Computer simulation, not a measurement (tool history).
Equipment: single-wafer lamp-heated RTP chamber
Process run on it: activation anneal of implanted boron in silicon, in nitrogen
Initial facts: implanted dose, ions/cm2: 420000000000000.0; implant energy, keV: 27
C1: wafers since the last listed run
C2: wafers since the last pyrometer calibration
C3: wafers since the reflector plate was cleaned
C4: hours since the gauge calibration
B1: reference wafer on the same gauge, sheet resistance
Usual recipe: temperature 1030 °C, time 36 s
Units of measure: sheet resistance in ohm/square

{"run": 1, "day": 0.0, "temperature": 1030, "time": 24, "C1": 0, "C2": 5744, "C3": 1752, "C4": 855.3, "B1": 208.76, "sheet resistance": 233.2}
{"day": 0.108, "done": "pyrometer window cleaned and pyrometer calibrated"}
{"run": 2, "day": 2.688, "temperature": 1017, "time": 36, "C1": 1141, "C2": 1141, "C3": 2893, "C4": 919.8, "B1": 208.84, "sheet resistance": 235.29}
{"run": 3, "day": 5.35, "temperature": 1017, "time": 36, "C1": 1179, "C2": 2321, "C3": 4073, "C4": 983.7, "B1": 208.76, "sheet resistance": 234.67}
{"run": 4, "day": 7.242, "temperature": 1017, "time": 36, "C1": 838, "C2": 3159, "C3": 4911, "C4": 1029.1, "B1": 208.75, "sheet resistance": 233.56}
{"run": 5, "day": 8.521, "temperature": 1010, "time": 36, "C1": 566, "C2": 3726, "C3": 5478, "C4": 1059.8, "B1": 208.57, "sheet resistance": 235.05}
{"day": 9.417, "done": "reflector plate cleaned"}
{"run": 6, "day": 11.8, "temperature": 1010, "time": 36, "C1": 1305, "C2": 5031, "C3": 1055, "C4": 1138.5, "B1": 208.32, "sheet resistance": 235.14}
{"run": 7, "day": 14.717, "temperature": 1010, "time": 36, "C1": 1292, "C2": 6323, "C3": 2347, "C4": 1208.5, "B1": 208.21, "sheet resistance": 235.15}
{"day": 16.858, "done": "pyrometer window cleaned and pyrometer calibrated"}
{"run": 8, "day": 17.421, "temperature": 1030, "time": 21, "C1": 1050, "C2": 249, "C3": 3397, "C4": 1273.4, "B1": 207.87, "sheet resistance": 233.27}
{"run": 9, "day": 18.5, "temperature": 1030, "time": 36, "C1": 478, "C2": 727, "C3": 3875, "C4": 1299.3, "B1": 207.79, "sheet resistance": 232.13}
{"run": 10, "day": 20.717, "temperature": 1030, "time": 36, "C1": 982, "C2": 1709, "C3": 4858, "C4": 1352.5, "B1": 207.96, "sheet resistance": 230.93}
{"run": 11, "day": 23.475, "temperature": 1030, "time": 36, "C1": 1222, "C2": 2931, "C3": 6080, "C4": 1418.7, "B1": 207.26, "sheet resistance": 231.2}
{"day": 25.529, "done": "reflector plate cleaned"}
{"run": 12, "day": 25.55, "temperature": 1030, "time": 36, "C1": 771, "C2": 3703, "C3": 8, "C4": 1468.5, "B1": 207.52, "sheet resistance": 232.22}
{"run": 13, "day": 27.25, "temperature": 1030, "time": 36, "C1": 753, "C2": 4456, "C3": 762, "C4": 1509.3, "B1": 207.3, "sheet resistance": 230.69}
{"run": 14, "day": 28.483, "temperature": 1030, "time": 36, "C1": 546, "C2": 5003, "C3": 1308, "C4": 1538.9, "B1": 206.98, "sheet resistance": 231.22}
{"run": 15, "day": 30.829, "temperature": 1016, "time": 41, "C1": 1039, "C2": 6042, "C3": 2347, "C4": 1595.2, "B1": 207.03, "sheet resistance": 233.01}
{"run": 16, "day": 33.312, "temperature": 1017, "time": 28, "C1": 1100, "C2": 7142, "C3": 3448, "C4": 1654.8, "B1": 206.81, "sheet resistance": 233.3}
{"day": 34.967, "done": "pyrometer window cleaned and pyrometer calibrated"}
{"run": 17, "day": 34.988, "temperature": 1030, "time": 25, "C1": 594, "C2": 9, "C3": 4042, "C4": 1695, "B1": 206.58, "sheet resistance": 231.89}
{"day": 35.0, "done": "gauge calibrated"}
{"run": 18, "day": 35.967, "temperature": 1030, "time": 36, "C1": 433, "C2": 443, "C3": 4476, "C4": 23.2, "B1": 209.49, "sheet resistance": 233.67}
{"run": 19, "day": 38.425, "temperature": 1030, "time": 36, "C1": 1089, "C2": 1532, "C3": 5565, "C4": 82.2, "B1": 209.46, "sheet resistance": 233.5}
{"run": 20, "day": 40.112, "temperature": 1030, "time": 36, "C1": 747, "C2": 2279, "C3": 6313, "C4": 122.7, "B1": 209.39, "sheet resistance": 233.66}
{"day": 40.521, "done": "reflector plate cleaned"}
{"run": 21, "day": 49.012, "temperature": 1003, "time": 16, "C1": 3795, "C2": 6075, "C3": 3762, "C4": 336.3, "B1": 209.09, "sheet resistance": 240.89}
{"day": 49.675, "done": "pyrometer window cleaned and pyrometer calibrated"}
{"run": 22, "day": 50.6, "temperature": 1048, "time": 36, "C1": 555, "C2": 410, "C3": 4317, "C4": 374.4, "B1": 209.29, "sheet resistance": 232.31}
{"run": 23, "day": 51.671, "temperature": 1052, "time": 36, "C1": 474, "C2": 884, "C3": 4792, "C4": 400.1, "B1": 209.32, "sheet resistance": 231.23}
{"run": 24, "day": 54.171, "temperature": 1030, "time": 36, "C1": 1107, "C2": 1992, "C3": 5899, "C4": 460.1, "B1": 209.17, "sheet resistance": 232.27}

Estimate the outcome of run 25 from the log above:
{"day": 56.15, "done": "reflector plate cleaned"}
{"run": 25, "day": 56.292, "temperature": 1030, "time": 44, "C1": 791, "C2": 2784, "C3": 62, "C4": 511, "B1": "?", "sheet resistance": "?"}

{"run 25": {"B1": 209.22, "sheet resistance": 231.92}}
If the tool had no hidden condition, the same run with the same run-to-run variation would have returned sheet resistance 232.87 ohm/square.

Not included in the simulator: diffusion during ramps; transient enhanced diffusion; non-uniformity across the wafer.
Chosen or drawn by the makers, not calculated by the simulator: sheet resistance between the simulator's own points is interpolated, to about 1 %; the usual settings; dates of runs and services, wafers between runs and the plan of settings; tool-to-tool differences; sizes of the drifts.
